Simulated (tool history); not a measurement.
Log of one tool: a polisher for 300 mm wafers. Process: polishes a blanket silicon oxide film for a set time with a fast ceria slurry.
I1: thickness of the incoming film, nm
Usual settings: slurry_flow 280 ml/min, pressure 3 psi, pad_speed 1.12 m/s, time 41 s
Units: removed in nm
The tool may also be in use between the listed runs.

Run 1, day 0: usual settings but pressure 2.3 psi; I1 2223.3. Result: removed 637.2 nm.
At day 0.525: slurry nozzle cleaned.
Run 2, day 2.988: usual settings but pressure 2.3 psi; I1 2206.9. Result: removed 637.3 nm.
Run 3, day 4.792: usual settings but pressure 2.3 psi; I1 2247.2. Result: removed 631.3 nm.
At day 5.808: worn pad replaced by a new one.
Run 4, day 6.471: usual settings but slurry_flow 320 ml/min; I1 2188.3. Result: removed 804.7 nm.
Run 5, day 8.121: usual settings but slurry_flow 320 ml/min; I1 2244.3. Result: removed 792.7 nm.
Run 6, day 9.55: usual settings but slurry_flow 330 ml/min, pressure 2.3 psi; I1 2183.3. Result: removed 650 nm.
At day 11.833: slurry nozzle cleaned.
Run 7, day 12.5: usual settings but slurry_flow 330 ml/min, pressure 2.3 psi; I1 2235.2. Result: removed 646.8 nm.
Run 8, day 15.15: usual settings but slurry_flow 330 ml/min, pressure 2.3 psi; I1 2212.4. Result: removed 643.1 nm.
Run 9, day 16.217: usual settings; I1 2229.1. Result: removed 797.8 nm.
At day 16.612: worn pad replaced by a new one.
Run 10, day 18.646: usual settings; I1 2180. Result: removed 779.5 nm.
Run 11, day 20.988: usual settings but slurry_flow 210 ml/min; I1 2191.6. Result: removed 764.6 nm.
At day 23.317: slurry nozzle cleaned.
At day 24.258: head pressure recalibrated.
At day 28.158: worn pad replaced by a new one.
Run 12, day 29.825: usual settings but slurry_flow 325 ml/min, pressure 2 psi, pad_speed 0.98 m/s; I1 2222.7. Result: removed 517.1 nm.
Run 13, day 32.533: usual settings but slurry_flow 205 ml/min, pad_speed 1.44 m/s, time 54 s; I1 2226.4. Result: removed 1294.2 nm.
At day 33.808: slurry nozzle cleaned.
Run 14, day 35.429: usual settings; I1 2228.9. Result: removed 795.8 nm.
Run 15, day 36.967: usual settings but slurry_flow 205 ml/min; I1 2256.8. Result: removed 773.1 nm.
At day 37.238: worn pad replaced by a new one.
Run 16, day 41.721: usual settings but slurry_flow 180 ml/min, pressure 2.4 psi; I1 2249.8. Result: removed 617.7 nm.
At day 43.096: slurry nozzle cleaned.
Run 17, day 44.471: usual settings but slurry_flow 355 ml/min, pressure 4 psi, pad_speed 1.34 m/s, time 52 s; I1 2257.7. Result: removed 1590.2 nm.
Run 18, day 45.683: usual settings; I1 2233.3. Result: removed 793.6 nm.
At day 47.312: worn pad replaced by a new one.
Run 19, day 48.512: usual settings; I1 2192.5. Result: removed 793.2 nm.
Run 20, day 51.008: usual settings; I1 2171.5. Result: removed 791.5 nm.

What the log doesn't show, run by run:
removal rate lost through wear of the pad, %: 0 in every run
slurry flow missing at the pad, %: 0 in every run
deviation of the head's pressure from its setpoint, %: 0 in every run
